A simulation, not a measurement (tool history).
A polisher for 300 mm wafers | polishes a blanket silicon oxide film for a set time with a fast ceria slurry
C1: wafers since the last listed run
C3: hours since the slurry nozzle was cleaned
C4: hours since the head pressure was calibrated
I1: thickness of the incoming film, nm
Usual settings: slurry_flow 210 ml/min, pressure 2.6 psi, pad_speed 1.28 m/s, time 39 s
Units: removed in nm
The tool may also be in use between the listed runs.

{"run": 1, "hour": 0.0, "slurry_flow": 210, "pressure": 2.6, "pad_speed": 1.28, "time": 48, "C1": 0, "wafers polished on this pad": 414, "C3": 488.6, "C4": 762.2, "I1": 2079.3, "removed": 867.9}
{"run": 2, "hour": 31.8, "slurry_flow": 210, "pressure": 2.6, "pad_speed": 1.28, "time": 48, "C1": 410, "wafers polished on this pad": 825, "C3": 520.4, "C4": 794.0, "I1": 2083.0, "removed": 855.0}
{"run": 3, "hour": 46.3, "slurry_flow": 210, "pressure": 2.6, "pad_speed": 1.28, "time": 48, "C1": 187, "wafers polished on this pad": 1012, "C3": 534.9, "C4": 808.5, "I1": 2067.7, "removed": 860.3}
{"hour": 64.2, "done": "worn pad replaced by a new one"}
{"run": 4, "hour": 64.7, "slurry_flow": 210, "pressure": 3.0, "pad_speed": 1.28, "time": 39, "C1": 186, "wafers polished on this pad": 6, "C3": 553.3, "C4": 826.9, "I1": 2071.0, "removed": 815.3}
{"run": 5, "hour": 96.1, "slurry_flow": 210, "pressure": 3.0, "pad_speed": 1.28, "time": 39, "C1": 405, "wafers polished on this pad": 412, "C3": 584.7, "C4": 858.3, "I1": 2099.3, "removed": 809.1}
{"run": 6, "hour": 110.9, "slurry_flow": 210, "pressure": 3.0, "pad_speed": 1.28, "time": 39, "C1": 191, "wafers polished on this pad": 603, "C3": 599.5, "C4": 873.1, "I1": 2045.6, "removed": 808.6}
{"hour": 146.4, "done": "worn pad replaced by a new one"}
{"run": 7, "hour": 146.7, "slurry_flow": 210, "pressure": 2.6, "pad_speed": 1.28, "time": 39, "C1": 410, "wafers polished on this pad": 4, "C3": 635.3, "C4": 908.9, "I1": 2072.8, "removed": 701.3}
{"run": 8, "hour": 168.8, "slurry_flow": 270, "pressure": 3.3, "pad_speed": 1.28, "time": 39, "C1": 285, "wafers polished on this pad": 289, "C3": 657.4, "C4": 931.0, "I1": 2088.5, "removed": 912.5}
{"run": 9, "hour": 190.2, "slurry_flow": 210, "pressure": 2.6, "pad_speed": 1.28, "time": 39, "C1": 276, "wafers polished on this pad": 566, "C3": 678.8, "C4": 952.4, "I1": 2048.6, "removed": 700.6}
{"run": 10, "hour": 223.2, "slurry_flow": 210, "pressure": 2.6, "pad_speed": 1.28, "time": 39, "C1": 426, "wafers polished on this pad": 992, "C3": 711.8, "C4": 985.4, "I1": 2079.7, "removed": 690.2}
{"hour": 230.2, "done": "head pressure recalibrated"}
{"run": 11, "hour": 238.6, "slurry_flow": 210, "pressure": 2.6, "pad_speed": 1.28, "time": 39, "C1": 173, "wafers polished on this pad": 1166, "C3": 727.2, "C4": 8.4, "I1": 2079.1, "removed": 757.2}
{"hour": 243.7, "done": "worn pad replaced by a new one"}
{"run": 12, "hour": 267.7, "slurry_flow": 235, "pressure": 2.6, "pad_speed": 1.28, "time": 39, "C1": 324, "wafers polished on this pad": 310, "C3": 756.3, "C4": 37.5, "I1": 2056.2, "removed": 769.4}
{"hour": 276.0, "done": "slurry nozzle cleaned"}
{"run": 13, "hour": 295.5, "slurry_flow": 210, "pressure": 2.6, "pad_speed": 1.28, "time": 39, "C1": 346, "wafers polished on this pad": 657, "C3": 19.5, "C4": 65.3, "I1": 2077.9, "removed": 738.5}
{"run": 14, "hour": 328.7, "slurry_flow": 210, "pressure": 2.6, "pad_speed": 1.28, "time": 39, "C1": 429, "wafers polished on this pad": 1086, "C3": 52.7, "C4": 98.5, "I1": 2069.7, "removed": 737.0}
{"hour": 341.1, "done": "worn pad replaced by a new one"}
{"run": 15, "hour": 353.3, "slurry_flow": 190, "pressure": 3.2, "pad_speed": 1.08, "time": 48, "C1": 266, "wafers polished on this pad": 157, "C3": 77.3, "C4": 123.1, "I1": 2035.2, "removed": 962.6}
{"run": 16, "hour": 367.2, "slurry_flow": 210, "pressure": 2.0, "pad_speed": 1.28, "time": 39, "C1": 179, "wafers polished on this pad": 336, "C3": 91.2, "C4": 137.0, "I1": 2096.1, "removed": 565.8}
{"run": 17, "hour": 389.9, "slurry_flow": 210, "pressure": 3.3, "pad_speed": 1.28, "time": 39, "C1": 293, "wafers polished on this pad": 630, "C3": 113.9, "C4": 159.7, "I1": 2058.7, "removed": 917.3}

Run 18 comes next. What will it give?
{"run": 18, "hour": 408.7, "slurry_flow": 260, "pressure": 2.6, "pad_speed": 1.56, "time": 28, "C1": 242, "wafers polished on this pad": 873, "C3": 132.7, "C4": 178.5, "I1": 2043.1, "removed": "?"}

Run 18 gave removed 625.6 nm.
Without the tool's hidden state the same run would have given removed 668.6 nm.
